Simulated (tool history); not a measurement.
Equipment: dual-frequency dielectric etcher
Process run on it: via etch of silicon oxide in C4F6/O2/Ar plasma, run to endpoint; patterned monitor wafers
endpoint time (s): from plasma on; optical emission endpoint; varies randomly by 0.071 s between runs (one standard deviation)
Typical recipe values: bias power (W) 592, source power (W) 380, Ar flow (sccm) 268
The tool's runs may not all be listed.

run,hour,bias power (W),source power (W),Ar flow (sccm),"incoming incoming film thickness, nm",endpoint time (s)
1,0,592,380,268,121.2,23.9
2,50.5,592,320,268,119.6,26
3,109,592,320,268,121.5,26.5
4,134,592,430,268,119.5,22.2
5,162.9,592,430,268,120.1,22.4
# hour 229.3: wet clean of the chamber
6,229.8,592,380,268,120.6,23.4
# hour 255.8: Ar flow controller replaced
7,262.7,465,380,311,120.5,25.7
# hour 325.7: source power generator calibrated
8,326.2,592,380,268,121,23.7
9,356.6,592,420,268,120.6,22.3
10,425.6,592,380,268,119.7,23.6
11,491,592,380,248,120.6,23.7
12,522.6,518,300,297,119.9,28.5
13,580.1,592,470,248,122,21.5
# hour 607.6: bias power generator calibrated
14,650.5,592,290,215,119.6,27.6
# hour 727.3: wet clean of the chamber
# hour 742.7: upper electrode replaced
15,743.2,592,300,208,121.1,26.6
16,765.2,592,380,220,121,23.3
17,815.8,514,290,268,120.7,28.9
18,871.6,592,380,268,121.8,24
19,897.8,592,380,268,120.4,23.7
20,941.9,592,380,268,121.7,24.1
21,977.5,592,450,249,120,21.8
22,1144.5,554,480,268,122.3,22.1
23,1198.6,661,340,304,120.7,25.1
# hour 1288.7: wet clean of the chamber
24,1289.2,534,440,251,120.6,22.3
25,1300.1,592,380,204,121.2,23.1
26,1341,592,380,268,120.8,23.5
27,1365.1,592,380,211,120.8,23.2
28,1414.9,592,470,268,120.2,21.1
29,1477.9,699,380,224,120.7,22.2

Predict each of these 4 candidate next runs independently; none follows another, all start after run 29:
A,1478.3,592,380,268,120.2,?
B,1478.3,478,380,314,120.2,?
C,1478.3,592,290,268,120.2,?
D,1478.3,475,340,268,120.2,?

run,endpoint time (s)
A,23.7
B,25.6
C,27.7
D,27
Take away the tool's hidden state, keep each run's random variation, and the runs would have read:
run,endpoint time (s)
A,23.3
B,25.2
C,27.2
D,26.6
